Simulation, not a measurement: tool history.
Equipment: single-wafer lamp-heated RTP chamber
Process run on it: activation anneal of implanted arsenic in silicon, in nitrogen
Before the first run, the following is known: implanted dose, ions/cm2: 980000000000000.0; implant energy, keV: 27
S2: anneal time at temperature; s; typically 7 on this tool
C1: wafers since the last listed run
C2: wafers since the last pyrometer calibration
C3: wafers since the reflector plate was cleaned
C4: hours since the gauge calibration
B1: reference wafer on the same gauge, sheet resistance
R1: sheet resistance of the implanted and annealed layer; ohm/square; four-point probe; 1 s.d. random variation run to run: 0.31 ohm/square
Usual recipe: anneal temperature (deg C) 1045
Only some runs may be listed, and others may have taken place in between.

{"run": 1, "hour": 0.0, "anneal temperature (deg C)": 1045, "S2": 7, "C1": 0, "C2": 1152, "C3": 6623, "C4": 375.0, "B1": 130.01, "R1": 126.2}
{"run": 2, "hour": 71.9, "anneal temperature (deg C)": 1045, "S2": 7, "C1": 1072, "C2": 2224, "C3": 7695, "C4": 446.9, "B1": 129.97, "R1": 125.82}
{"hour": 89.0, "done": "pyrometer window cleaned and pyrometer calibrated"}
{"run": 3, "hour": 103.2, "anneal temperature (deg C)": 1045, "S2": 7, "C1": 347, "C2": 212, "C3": 8042, "C4": 478.2, "B1": 130.02, "R1": 125.84}
{"run": 4, "hour": 150.7, "anneal temperature (deg C)": 1045, "S2": 7, "C1": 708, "C2": 920, "C3": 8751, "C4": 525.7, "B1": 130.0, "R1": 125.66}
{"hour": 288.9, "done": "pyrometer window cleaned and pyrometer calibrated"}
{"run": 5, "hour": 340.4, "anneal temperature (deg C)": 1045, "S2": 7, "C1": 2709, "C2": 768, "C3": 11460, "C4": 715.4, "B1": 130.02, "R1": 125.46}
{"hour": 355.4, "done": "gauge calibrated"}
{"run": 6, "hour": 388.6, "anneal temperature (deg C)": 1045, "S2": 5, "C1": 718, "C2": 1486, "C3": 12179, "C4": 33.2, "B1": 129.96, "R1": 127.61}
{"run": 7, "hour": 446.7, "anneal temperature (deg C)": 1045, "S2": 5, "C1": 866, "C2": 2353, "C3": 13045, "C4": 91.3, "B1": 129.92, "R1": 127.46}
{"hour": 482.8, "done": "pyrometer window cleaned and pyrometer calibrated"}
{"run": 8, "hour": 497.5, "anneal temperature (deg C)": 1045, "S2": 5, "C1": 638, "C2": 219, "C3": 13683, "C4": 142.1, "B1": 130.03, "R1": 127.97}
{"run": 9, "hour": 524.4, "anneal temperature (deg C)": 1045, "S2": 5, "C1": 401, "C2": 620, "C3": 14084, "C4": 169.0, "B1": 129.99, "R1": 127.83}
{"hour": 541.4, "done": "reflector plate cleaned"}
{"run": 10, "hour": 562.5, "anneal temperature (deg C)": 1045, "S2": 4, "C1": 448, "C2": 1069, "C3": 313, "C4": 207.1, "B1": 130.04, "R1": 130.36}
{"run": 11, "hour": 614.9, "anneal temperature (deg C)": 1016, "S2": 4, "C1": 781, "C2": 1850, "C3": 1095, "C4": 259.5, "B1": 130.06, "R1": 135.36}
{"hour": 656.9, "done": "pyrometer window cleaned and pyrometer calibrated"}
{"run": 12, "hour": 657.4, "anneal temperature (deg C)": 1045, "S2": 7, "C1": 514, "C2": 7, "C3": 1609, "C4": 302.0, "B1": 130.03, "R1": 126.45}
{"run": 13, "hour": 706.3, "anneal temperature (deg C)": 1026, "S2": 9, "C1": 729, "C2": 736, "C3": 2338, "C4": 350.9, "B1": 129.96, "R1": 128.07}
{"run": 14, "hour": 777.7, "anneal temperature (deg C)": 1056, "S2": 9, "C1": 1064, "C2": 1801, "C3": 3403, "C4": 422.3, "B1": 130.04, "R1": 123.27}
{"run": 15, "hour": 834.7, "anneal temperature (deg C)": 1023, "S2": 7, "C1": 849, "C2": 2651, "C3": 4253, "C4": 479.3, "B1": 130.02, "R1": 129.35}
{"hour": 843.0, "done": "pyrometer window cleaned and pyrometer calibrated"}
{"run": 16, "hour": 889.6, "anneal temperature (deg C)": 1022, "S2": 9, "C1": 699, "C2": 695, "C3": 4952, "C4": 534.2, "B1": 130.0, "R1": 127.86}
{"run": 17, "hour": 918.0, "anneal temperature (deg C)": 1065, "S2": 6, "C1": 423, "C2": 1118, "C3": 5376, "C4": 562.6, "B1": 130.01, "R1": 124.7}

5 options for the next run, each taken on its own from the tool as it stands now. Forecast them:
{"run": "A", "hour": 918.4, "anneal temperature (deg C)": 1070, "S2": 7, "C1": 5, "C2": 1124, "C3": 5382, "C4": 563.0, "B1": "?", "R1": "?"}
{"run": "B", "hour": 918.4, "anneal temperature (deg C)": 1053, "S2": 4, "C1": 5, "C2": 1124, "C3": 5382, "C4": 563.0, "B1": "?", "R1": "?"}
{"run": "C", "hour": 918.4, "anneal temperature (deg C)": 1018, "S2": 4, "C1": 5, "C2": 1124, "C3": 5382, "C4": 563.0, "B1": "?", "R1": "?"}
{"run": "D", "hour": 918.4, "anneal temperature (deg C)": 1036, "S2": 4, "C1": 5, "C2": 1124, "C3": 5382, "C4": 563.0, "B1": "?", "R1": "?"}
{"run": "E", "hour": 918.4, "anneal temperature (deg C)": 1045, "S2": 11, "C1": 5, "C2": 1124, "C3": 5382, "C4": 563.0, "B1": "?", "R1": "?"}

run=A B1=130.01 R1=123.70
run=B B1=130.01 R1=129.17
run=C B1=130.01 R1=134.62
run=D B1=130.01 R1=131.51
run=E B1=130.01 R1=124.14
With no hidden state in the tool, these same runs would have given:
run=A R1=124.56
run=B R1=130.06
run=C R1=136.07
run=D R1=132.59
run=E R1=125.06
